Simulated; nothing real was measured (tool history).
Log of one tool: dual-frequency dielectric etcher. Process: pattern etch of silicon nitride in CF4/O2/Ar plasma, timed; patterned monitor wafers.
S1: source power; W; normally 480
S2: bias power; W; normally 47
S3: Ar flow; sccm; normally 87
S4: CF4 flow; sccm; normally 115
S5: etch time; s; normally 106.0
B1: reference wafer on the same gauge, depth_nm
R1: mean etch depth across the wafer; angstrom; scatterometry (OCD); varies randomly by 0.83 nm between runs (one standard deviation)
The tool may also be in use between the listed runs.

run    hour   S1  S2  S3   S4     S5     B1    R1
  1     0.0  480  47  87  115  106.0  209.1  2094
  2    59.7  480  47  87  115  106.0  209.1  2088
  3   138.8  480  47  70  115  106.0  208.9  2174
      163.3  -- Ar flow controller replaced
  4   196.1  480  47  87  115  106.0  209.0  2098
      237.0  -- CF4 flow controller replaced
  5   237.5  480  47  87  115  106.0  208.8  2089
  6   300.8  450  58  87  115  106.0  208.7  2097
      337.2  -- bias power generator calibrated
  7   337.7  480  47  87  115  132.5  208.8  2604
      369.8  -- wet clean of the chamber
  8   388.2  580  47  87  134   87.5  209.2  1978
  9   450.7  590  54  87  115  106.0  209.0  2443
 10   486.7  540  47  87  115   80.0  208.9  1693
 11   518.1  480  47  87  115  106.0  209.0  2101
 12   549.2  360  47  87  115  106.0  208.9  1786
      676.3  -- upper electrode replaced
 13   690.7  430  47  87  115  106.0  209.2  1968
 14   715.7  480  47  87  115  106.0  209.0  2084
      728.5  -- gauge calibrated
 15   750.8  480  47  87   89  136.0  209.0  2616
 16   809.6  480  47  87  115  106.0  209.1  2092
 17   869.2  480  47  87  115   82.0  209.2  1620
 18   913.5  480  58  87  115  134.5  208.8  2777
 19   960.5  480  47  87  115  106.0  209.0  2100
 20   992.6  480  47  87  115  106.0  209.0  2079
     1048.7  -- wet clean of the chamber
 21  1049.2  480  43  95  115  106.0  209.2  2022
 22  1076.1  480  47  87  115  106.0  208.9  2096

Each row is a separate what-if for the run after 22, all from the same tool condition, not one after another. Results?
  A  1076.5  480  47  75  115  106.0   ?   ?
  B  1076.5  480  41  87  115  106.0   ?   ?
  C  1076.5  520  57  87   96   90.0   ?   ?

run     B1    R1
  A  209.4  2150
  B  209.4  2037
  C  209.4  1910
With the hidden condition removed and each run's random variation left untouched, the same runs would have given:
run    R1
  A  2150
  B  2037
  C  1910
